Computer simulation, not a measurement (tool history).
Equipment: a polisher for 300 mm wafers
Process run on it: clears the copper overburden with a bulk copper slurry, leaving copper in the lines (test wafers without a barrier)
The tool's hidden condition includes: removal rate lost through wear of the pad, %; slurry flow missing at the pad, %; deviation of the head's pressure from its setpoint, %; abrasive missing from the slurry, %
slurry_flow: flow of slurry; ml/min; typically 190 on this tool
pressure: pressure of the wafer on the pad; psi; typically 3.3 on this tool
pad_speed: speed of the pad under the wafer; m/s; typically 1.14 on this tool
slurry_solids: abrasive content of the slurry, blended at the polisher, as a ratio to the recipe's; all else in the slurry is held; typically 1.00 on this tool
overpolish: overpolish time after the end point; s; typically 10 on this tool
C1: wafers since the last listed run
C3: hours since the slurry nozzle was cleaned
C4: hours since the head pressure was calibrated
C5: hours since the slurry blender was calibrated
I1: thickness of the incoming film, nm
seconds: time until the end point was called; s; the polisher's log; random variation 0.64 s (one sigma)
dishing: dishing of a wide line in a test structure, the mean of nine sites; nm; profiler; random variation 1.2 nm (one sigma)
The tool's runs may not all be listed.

{"run": 1, "day": 0.0, "slurry_flow": 190, "pressure": 3.3, "pad_speed": 1.14, "slurry_solids": 1.0, "overpolish": 12, "C1": 0, "wafers polished on this pad": 488, "C3": 322.7, "C4": 1197.4, "C5": 195.1, "I1": 863.2, "seconds": 77.4, "dishing": 58.5}
{"run": 2, "day": 1.238, "slurry_flow": 190, "pressure": 3.3, "pad_speed": 1.14, "slurry_solids": 1.0, "overpolish": 12, "C1": 333, "wafers polished on this pad": 821, "C3": 352.4, "C4": 1227.1, "C5": 224.8, "I1": 860.5, "seconds": 77.2, "dishing": 56.6}
{"run": 3, "day": 1.796, "slurry_flow": 190, "pressure": 3.3, "pad_speed": 0.96, "slurry_solids": 1.0, "overpolish": 10, "C1": 150, "wafers polished on this pad": 971, "C3": 365.8, "C4": 1240.5, "C5": 238.2, "I1": 865.9, "seconds": 89.6, "dishing": 48.2}
{"run": 4, "day": 2.771, "slurry_flow": 190, "pressure": 3.3, "pad_speed": 0.96, "slurry_solids": 1.0, "overpolish": 10, "C1": 262, "wafers polished on this pad": 1234, "C3": 389.2, "C4": 1263.9, "C5": 261.6, "I1": 871.2, "seconds": 90.9, "dishing": 49.6}
{"run": 5, "day": 3.683, "slurry_flow": 190, "pressure": 3.3, "pad_speed": 1.14, "slurry_solids": 1.0, "overpolish": 10, "C1": 245, "wafers polished on this pad": 1479, "C3": 411.1, "C4": 1285.8, "C5": 283.5, "I1": 856.8, "seconds": 77.3, "dishing": 52.4}
{"day": 4.392, "done": "worn pad replaced by a new one"}
{"run": 6, "day": 4.962, "slurry_flow": 190, "pressure": 3.3, "pad_speed": 1.14, "slurry_solids": 1.0, "overpolish": 10, "C1": 299, "wafers polished on this pad": 154, "C3": 441.8, "C4": 1316.5, "C5": 314.2, "I1": 851.5, "seconds": 76.1, "dishing": 53.1}
{"run": 7, "day": 5.467, "slurry_flow": 190, "pressure": 3.3, "pad_speed": 1.14, "slurry_solids": 1.0, "overpolish": 10, "C1": 135, "wafers polished on this pad": 289, "C3": 453.9, "C4": 1328.6, "C5": 326.3, "I1": 868.6, "seconds": 78.6, "dishing": 51.5}
{"run": 8, "day": 6.692, "slurry_flow": 190, "pressure": 3.3, "pad_speed": 1.24, "slurry_solids": 1.0, "overpolish": 10, "C1": 329, "wafers polished on this pad": 619, "C3": 483.3, "C4": 1358.0, "C5": 355.7, "I1": 848.6, "seconds": 72.1, "dishing": 52.0}
{"day": 7.125, "done": "slurry blender recalibrated"}
{"run": 9, "day": 7.938, "slurry_flow": 190, "pressure": 3.3, "pad_speed": 1.14, "slurry_solids": 1.0, "overpolish": 10, "C1": 312, "wafers polished on this pad": 932, "C3": 513.2, "C4": 1387.9, "C5": 19.5, "I1": 859.1, "seconds": 74.5, "dishing": 52.6}
{"run": 10, "day": 8.612, "slurry_flow": 190, "pressure": 3.3, "pad_speed": 1.14, "slurry_solids": 1.0, "overpolish": 10, "C1": 181, "wafers polished on this pad": 1114, "C3": 529.4, "C4": 1404.1, "C5": 35.7, "I1": 860.4, "seconds": 76.0, "dishing": 53.3}
{"day": 9.1, "done": "worn pad replaced by a new one"}
{"run": 11, "day": 9.608, "slurry_flow": 190, "pressure": 3.3, "pad_speed": 1.14, "slurry_solids": 1.0, "overpolish": 10, "C1": 223, "wafers polished on this pad": 137, "C3": 553.3, "C4": 1428.0, "C5": 59.6, "I1": 851.9, "seconds": 73.9, "dishing": 53.9}
{"run": 12, "day": 10.404, "slurry_flow": 190, "pressure": 3.3, "pad_speed": 0.88, "slurry_solids": 1.0, "overpolish": 13, "C1": 214, "wafers polished on this pad": 351, "C3": 572.4, "C4": 1447.1, "C5": 78.7, "I1": 858.7, "seconds": 92.5, "dishing": 55.5}
{"day": 10.95, "done": "head pressure recalibrated"}
{"run": 13, "day": 11.729, "slurry_flow": 190, "pressure": 2.4, "pad_speed": 1.14, "slurry_solids": 0.85, "overpolish": 10, "C1": 334, "wafers polished on this pad": 685, "C3": 604.2, "C4": 18.7, "C5": 110.5, "I1": 852.5, "seconds": 103.4, "dishing": 44.3}
{"run": 14, "day": 12.946, "slurry_flow": 190, "pressure": 3.3, "pad_speed": 1.14, "slurry_solids": 1.0, "overpolish": 10, "C1": 327, "wafers polished on this pad": 1013, "C3": 633.4, "C4": 47.9, "C5": 139.7, "I1": 860.9, "seconds": 76.4, "dishing": 51.9}
{"day": 13.804, "done": "worn pad replaced by a new one"}
{"run": 15, "day": 13.988, "slurry_flow": 190, "pressure": 3.3, "pad_speed": 1.14, "slurry_solids": 1.0, "overpolish": 10, "C1": 235, "wafers polished on this pad": 49, "C3": 658.4, "C4": 72.9, "C5": 164.7, "I1": 870.3, "seconds": 77.8, "dishing": 52.6}
{"run": 16, "day": 15.3, "slurry_flow": 190, "pressure": 3.3, "pad_speed": 1.14, "slurry_solids": 1.2, "overpolish": 10, "C1": 353, "wafers polished on this pad": 402, "C3": 689.9, "C4": 104.4, "C5": 196.2, "I1": 859.6, "seconds": 72.1, "dishing": 53.1}
{"run": 17, "day": 15.917, "slurry_flow": 190, "pressure": 2.7, "pad_speed": 1.14, "slurry_solids": 1.1, "overpolish": 8, "C1": 165, "wafers polished on this pad": 568, "C3": 704.7, "C4": 119.2, "C5": 211.0, "I1": 868.1, "seconds": 89.1, "dishing": 43.3}
{"day": 16.188, "done": "slurry nozzle cleaned"}
{"run": 18, "day": 16.746, "slurry_flow": 190, "pressure": 3.3, "pad_speed": 1.24, "slurry_solids": 1.25, "overpolish": 10, "C1": 211, "wafers polished on this pad": 780, "C3": 13.4, "C4": 139.1, "C5": 230.9, "I1": 840.4, "seconds": 66.0, "dishing": 56.4}
{"run": 19, "day": 17.883, "slurry_flow": 190, "pressure": 3.3, "pad_speed": 1.14, "slurry_solids": 1.0, "overpolish": 12, "C1": 306, "wafers polished on this pad": 1086, "C3": 40.7, "C4": 166.4, "C5": 258.2, "I1": 859.5, "seconds": 77.1, "dishing": 58.3}
{"run": 20, "day": 18.467, "slurry_flow": 190, "pressure": 3.3, "pad_speed": 1.14, "slurry_solids": 1.1, "overpolish": 12, "C1": 157, "wafers polished on this pad": 1244, "C3": 54.7, "C4": 180.4, "C5": 272.2, "I1": 861.6, "seconds": 75.2, "dishing": 58.8}
{"day": 19.179, "done": "worn pad replaced by a new one"}
{"run": 21, "day": 19.404, "slurry_flow": 190, "pressure": 3.3, "pad_speed": 1.14, "slurry_solids": 1.0, "overpolish": 10, "C1": 207, "wafers polished on this pad": 60, "C3": 77.2, "C4": 202.9, "C5": 294.7, "I1": 861.0, "seconds": 78.1, "dishing": 53.4}
{"run": 22, "day": 20.208, "slurry_flow": 190, "pressure": 2.8, "pad_speed": 0.96, "slurry_solids": 1.1, "overpolish": 10, "C1": 216, "wafers polished on this pad": 276, "C3": 96.5, "C4": 222.2, "C5": 314.0, "I1": 868.7, "seconds": 99.9, "dishing": 46.1}
{"day": 21.058, "done": "slurry blender recalibrated"}
{"run": 23, "day": 21.471, "slurry_flow": 190, "pressure": 3.3, "pad_speed": 1.14, "slurry_solids": 0.8, "overpolish": 10, "C1": 317, "wafers polished on this pad": 593, "C3": 126.8, "C4": 252.5, "C5": 9.9, "I1": 851.4, "seconds": 81.0, "dishing": 51.3}
{"run": 24, "day": 22.167, "slurry_flow": 235, "pressure": 3.3, "pad_speed": 1.14, "slurry_solids": 1.0, "overpolish": 10, "C1": 187, "wafers polished on this pad": 781, "C3": 143.5, "C4": 269.2, "C5": 26.6, "I1": 843.2, "seconds": 70.7, "dishing": 54.0}
{"run": 25, "day": 22.867, "slurry_flow": 190, "pressure": 2.7, "pad_speed": 1.14, "slurry_solids": 1.0, "overpolish": 16, "C1": 188, "wafers polished on this pad": 969, "C3": 160.3, "C4": 286.0, "C5": 43.4, "I1": 870.7, "seconds": 88.9, "dishing": 58.5}
{"day": 23.954, "done": "worn pad replaced by a new one"}
{"run": 26, "day": 23.975, "slurry_flow": 190, "pressure": 3.3, "pad_speed": 0.98, "slurry_solids": 1.0, "overpolish": 8, "C1": 253, "wafers polished on this pad": 5, "C3": 186.9, "C4": 312.6, "C5": 70.0, "I1": 846.4, "seconds": 84.0, "dishing": 43.1}
{"run": 27, "day": 25.346, "slurry_flow": 240, "pressure": 3.3, "pad_speed": 0.86, "slurry_solids": 1.0, "overpolish": 6, "C1": 369, "wafers polished on this pad": 374, "C3": 219.8, "C4": 345.5, "C5": 102.9, "I1": 862.1, "seconds": 93.3, "dishing": 33.9}

Hidden state or all else? Some run-to-run changes of seconds, split into what the settings, what came in and random variation would give without the hidden state, and what is left for the hidden state (with any gauge scatter that isn't in both results):
Run 8 -> 9: pad_speed 1.24 -> 1.14, slurry blender recalibrated. seconds +2.4 s: hidden state -3.1, all else +5.5.
Run 13 -> 14: pressure 2.4 -> 3.3, slurry_solids 0.85 -> 1.00. seconds -27.0 s: hidden state -0.6, all else -26.4.
Run 17 -> 18: pressure 2.7 -> 3.3, pad_speed 1.14 -> 1.24, slurry_solids 1.10 -> 1.25, overpolish 8 -> 10, slurry nozzle cleaned. seconds -23.1 s: hidden state -1.0, all else -22.1.
Run 22 -> 23: pressure 2.8 -> 3.3, pad_speed 0.96 -> 1.14, slurry_solids 1.10 -> 0.80, slurry blender recalibrated. seconds -18.9 s: hidden state -4.3, all else -14.6.

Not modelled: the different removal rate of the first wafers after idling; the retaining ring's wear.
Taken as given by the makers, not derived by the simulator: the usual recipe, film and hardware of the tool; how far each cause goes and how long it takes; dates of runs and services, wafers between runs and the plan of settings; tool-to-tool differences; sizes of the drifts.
